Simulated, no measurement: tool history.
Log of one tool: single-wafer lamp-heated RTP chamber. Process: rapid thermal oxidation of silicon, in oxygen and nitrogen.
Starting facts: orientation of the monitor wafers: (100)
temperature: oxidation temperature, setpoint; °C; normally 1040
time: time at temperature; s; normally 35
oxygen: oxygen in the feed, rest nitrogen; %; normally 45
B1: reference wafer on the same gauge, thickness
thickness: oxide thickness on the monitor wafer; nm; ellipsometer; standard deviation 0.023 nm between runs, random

{"run": 1, "hour": 0.0, "temperature": 1040, "time": 35, "oxygen": 45, "B1": 5.769, "thickness": 5.026}
{"run": 2, "hour": 11.9, "temperature": 1040, "time": 35, "oxygen": 45, "B1": 5.768, "thickness": 5.077}
{"run": 3, "hour": 19.3, "temperature": 1040, "time": 35, "oxygen": 45, "B1": 5.764, "thickness": 5.007}
{"run": 4, "hour": 36.1, "temperature": 1040, "time": 35, "oxygen": 45, "B1": 5.766, "thickness": 5.007}
{"run": 5, "hour": 53.6, "temperature": 1017, "time": 35, "oxygen": 45, "B1": 5.783, "thickness": 4.352}
{"run": 6, "hour": 69.4, "temperature": 1017, "time": 35, "oxygen": 45, "B1": 5.759, "thickness": 4.363}
{"run": 7, "hour": 79.4, "temperature": 1017, "time": 35, "oxygen": 45, "B1": 5.766, "thickness": 4.403}
{"run": 8, "hour": 90.7, "temperature": 1040, "time": 35, "oxygen": 45, "B1": 5.768, "thickness": 5.064}
{"run": 9, "hour": 103.1, "temperature": 1040, "time": 35, "oxygen": 45, "B1": 5.764, "thickness": 5.073}
{"run": 10, "hour": 116.6, "temperature": 1040, "time": 35, "oxygen": 45, "B1": 5.77, "thickness": 5.124}
{"run": 11, "hour": 131.4, "temperature": 1040, "time": 35, "oxygen": 28, "B1": 5.767, "thickness": 4.356}
{"run": 12, "hour": 141.4, "temperature": 1040, "time": 35, "oxygen": 28, "B1": 5.767, "thickness": 4.387}
{"run": 13, "hour": 151.2, "temperature": 1040, "time": 35, "oxygen": 28, "B1": 5.769, "thickness": 4.354}
{"run": 14, "hour": 167.2, "temperature": 1040, "time": 46, "oxygen": 38, "B1": 5.768, "thickness": 5.434}
{"run": 15, "hour": 183.0, "temperature": 1040, "time": 46, "oxygen": 38, "B1": 5.765, "thickness": 5.416}
{"hour": 191.3, "done": "gauge calibrated"}
{"run": 16, "hour": 194.2, "temperature": 1040, "time": 35, "oxygen": 45, "B1": 5.77, "thickness": 5.142}
{"run": 17, "hour": 203.8, "temperature": 1040, "time": 35, "oxygen": 66, "B1": 5.769, "thickness": 5.922}
{"run": 18, "hour": 213.3, "temperature": 1040, "time": 35, "oxygen": 66, "B1": 5.758, "thickness": 5.925}
{"run": 19, "hour": 229.4, "temperature": 1013, "time": 41, "oxygen": 65, "B1": 5.761, "thickness": 5.195}
{"run": 20, "hour": 239.7, "temperature": 1040, "time": 35, "oxygen": 32, "B1": 5.773, "thickness": 4.65}
{"run": 21, "hour": 255.2, "temperature": 1069, "time": 29, "oxygen": 45, "B1": 5.777, "thickness": 5.791}
{"hour": 287.3, "done": "pyrometer window cleaned and pyrometer calibrated"}
{"run": 22, "hour": 289.4, "temperature": 1040, "time": 35, "oxygen": 45, "B1": 5.763, "thickness": 4.899}
{"run": 23, "hour": 302.9, "temperature": 1013, "time": 30, "oxygen": 18, "B1": 5.772, "thickness": 3.041}
{"hour": 323.8, "done": "oxygen flow controller replaced"}
{"run": 24, "hour": 324.3, "temperature": 1040, "time": 18, "oxygen": 54, "B1": 5.771, "thickness": 3.967}
{"run": 25, "hour": 328.9, "temperature": 1040, "time": 35, "oxygen": 28, "B1": 5.784, "thickness": 4.212}
{"run": 26, "hour": 343.3, "temperature": 1066, "time": 35, "oxygen": 45, "B1": 5.777, "thickness": 5.804}
{"run": 27, "hour": 357.8, "temperature": 1040, "time": 44, "oxygen": 32, "B1": 5.754, "thickness": 4.831}
{"run": 28, "hour": 372.4, "temperature": 1022, "time": 35, "oxygen": 45, "B1": 5.762, "thickness": 4.327}
{"run": 29, "hour": 382.6, "temperature": 1030, "time": 26, "oxygen": 57, "B1": 5.783, "thickness": 4.398}
{"run": 30, "hour": 394.2, "temperature": 1054, "time": 35, "oxygen": 45, "B1": 5.769, "thickness": 5.356}
{"run": 31, "hour": 408.9, "temperature": 1017, "time": 25, "oxygen": 26, "B1": 5.775, "thickness": 3.195}
{"run": 32, "hour": 422.6, "temperature": 1070, "time": 26, "oxygen": 30, "B1": 5.762, "thickness": 4.593}
{"run": 33, "hour": 447.5, "temperature": 1040, "time": 35, "oxygen": 45, "B1": 5.758, "thickness": 4.884}
{"run": 34, "hour": 454.2, "temperature": 1028, "time": 51, "oxygen": 45, "B1": 5.773, "thickness": 5.364}
{"run": 35, "hour": 462.4, "temperature": 1040, "time": 35, "oxygen": 45, "B1": 5.755, "thickness": 4.886}
{"run": 36, "hour": 473.0, "temperature": 1040, "time": 35, "oxygen": 45, "B1": 5.766, "thickness": 4.854}

Some steps in thickness between neighbouring runs. How much of each would the tool show without its hidden state too (settings, what came in, random variation), and how much is left for the hidden state, with any gauge scatter that isn't in both results?
Hidden state present: true wafer temperature minus pyrometer reading, K; deviation of the oxygen flow from its setpoint, %; gauge reads high (%).
Run 13 -> 14: time 35 -> 46, oxygen 28 -> 38. thickness +1.080 nm: hidden state +0.080, all else +1.000.
Run 20 -> 21: temperature 1040 -> 1069, time 35 -> 29, oxygen 32 -> 45. thickness +1.141 nm: hidden state +0.089, all else +1.052.
Run 21 -> 22: temperature 1069 -> 1040, time 29 -> 35, pyrometer window cleaned and pyrometer calibrated. thickness -0.892 nm: hidden state -0.359, all else -0.533.
Run 22 -> 23: temperature 1040 -> 1013, time 35 -> 30, oxygen 45 -> 18. thickness -1.858 nm: hidden state -0.007, all else -1.851.
Run 25 -> 26: temperature 1040 -> 1066, oxygen 28 -> 45. thickness +1.592 nm: hidden state +0.005, all else +1.587.
Run 30 -> 31: temperature 1054 -> 1017, time 35 -> 25, oxygen 45 -> 26. thickness -2.161 nm: hidden state -0.010, all else -2.151.
